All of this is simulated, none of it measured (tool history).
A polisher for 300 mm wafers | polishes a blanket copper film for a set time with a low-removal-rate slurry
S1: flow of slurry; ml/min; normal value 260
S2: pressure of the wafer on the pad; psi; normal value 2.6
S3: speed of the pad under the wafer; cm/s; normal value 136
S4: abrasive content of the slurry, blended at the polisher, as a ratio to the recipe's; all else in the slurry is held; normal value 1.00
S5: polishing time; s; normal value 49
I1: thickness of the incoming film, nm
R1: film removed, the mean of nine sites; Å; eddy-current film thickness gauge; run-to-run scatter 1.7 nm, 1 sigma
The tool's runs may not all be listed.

Run 1, day 0.000: usual settings; I1 1305.8. Result: R1 1472 Å.
Run 2, day 1.396: usual settings; I1 1304.6. Result: R1 1459 Å.
Run 3, day 3.421: usual settings; I1 1301.1. Result: R1 1463 Å.
Run 4, day 5.954: usual settings; I1 1311.1. Result: R1 1441 Å.
Run 5, day 8.412: usual settings; I1 1309.9. Result: R1 1435 Å.
Run 6, day 9.600: usual settings; I1 1300.4. Result: R1 1466 Å.
At day 10.092: head pressure recalibrated.
At day 10.992: worn pad replaced by a new one.
Run 7, day 11.342: usual settings but S2 1.9 psi; I1 1331.5. Result: R1 1099 Å.
Run 8, day 12.612: usual settings; I1 1320.7. Result: R1 1396 Å.
Run 9, day 15.342: usual settings; I1 1329.0. Result: R1 1428 Å.
At day 15.383: slurry nozzle cleaned.
At day 15.950: slurry blender recalibrated.
Run 10, day 18.238: usual settings but S1 205 ml/min; I1 1314.5. Result: R1 1448 Å.
Run 11, day 20.192: usual settings but S1 205 ml/min; I1 1298.7. Result: R1 1439 Å.
Run 12, day 22.908: usual settings but S1 205 ml/min; I1 1306.0. Result: R1 1476 Å.
Run 13, day 24.867: usual settings; I1 1313.5. Result: R1 1487 Å.
At day 26.971: worn pad replaced by a new one.
Run 14, day 26.992: usual settings but S3 116 cm/s; I1 1312.3. Result: R1 1240 Å.
Run 15, day 29.379: usual settings; I1 1306.0. Result: R1 1454 Å.
Run 16, day 31.708: usual settings but S4 0.75, S5 43 s; I1 1320.4. Result: R1 1262 Å.
At day 32.158: slurry blender recalibrated.
Run 17, day 33.700: usual settings but S1 205 ml/min, S3 168 cm/s; I1 1337.2. Result: R1 1775 Å.
Run 18, day 37.975: usual settings but S1 310 ml/min, S5 57 s; I1 1334.0. Result: R1 1686 Å.
At day 40.517: worn pad replaced by a new one.
At day 40.658: head pressure recalibrated.
Run 19, day 40.700: usual settings but S2 3.1 psi, S4 0.85; I1 1336.4. Result: R1 1617 Å.
Run 20, day 42.042: usual settings; I1 1314.6. Result: R1 1398 Å.
At day 42.250: slurry nozzle cleaned.
Run 21, day 44.604: usual settings but S1 315 ml/min, S2 1.9 psi, S3 118 cm/s; I1 1317.7. Result: R1 1022 Å.
Run 22, day 45.892: usual settings but S1 175 ml/min, S2 2.1 psi, S4 1.30; I1 1309.6. Result: R1 1255 Å.
Run 23, day 47.775: usual settings but S2 2.4 psi, S3 182 cm/s; I1 1314.9. Result: R1 1826 Å.
At day 48.662: slurry blender recalibrated.
Run 24, day 49.721: usual settings but S2 2.0 psi, S3 100 cm/s; I1 1302.3. Result: R1 848 Å.
Run 25, day 52.471: usual settings but S1 290 ml/min, S2 2.1 psi, S3 90 cm/s, S5 64 s; I1 1308.6. Result: R1 1082 Å.
Run 26, day 55.254: usual settings but S2 1.7 psi, S3 152 cm/s; I1 1324.0. Result: R1 1134 Å.
Run 27, day 57.871: usual settings; I1 1323.8. Result: R1 1445 Å.
At day 58.162: worn pad replaced by a new one.
Run 28, day 59.779: usual settings; I1 1320.0. Result: R1 1461 Å.
Run 29, day 62.288: usual settings but S2 2.3 psi, S3 176 cm/s, S4 1.20, S5 59 s; I1 1306.2. Result: R1 2073 Å.
At day 63.938: slurry blender recalibrated.
Run 30, day 65.183: usual settings; I1 1336.3. Result: R1 1419 Å.

Below are 4 alternative next runs, each starting from the tool's condition after run 30. Predict each:
Run A, day 65.200: usual settings but S2 1.8 psi; I1 1298.8. Result: R1 ?.
Run B, day 65.200: usual settings but S2 3.5 psi, S4 1.10, S5 40 s; I1 1298.8. Result: R1 ?.
Run C, day 65.200: usual settings but S2 2.2 psi; I1 1298.8. Result: R1 ?.
Run D, day 65.200: usual settings but S1 295 ml/min, S2 1.8 psi; I1 1298.8. Result: R1 ?.

run    R1
  A  1021
  B  1502
  C  1207
  D  1036
Had the tool no hidden state, the same runs would have come out as:
run    R1
  A  1065
  B  1566
  C  1259
  D  1076
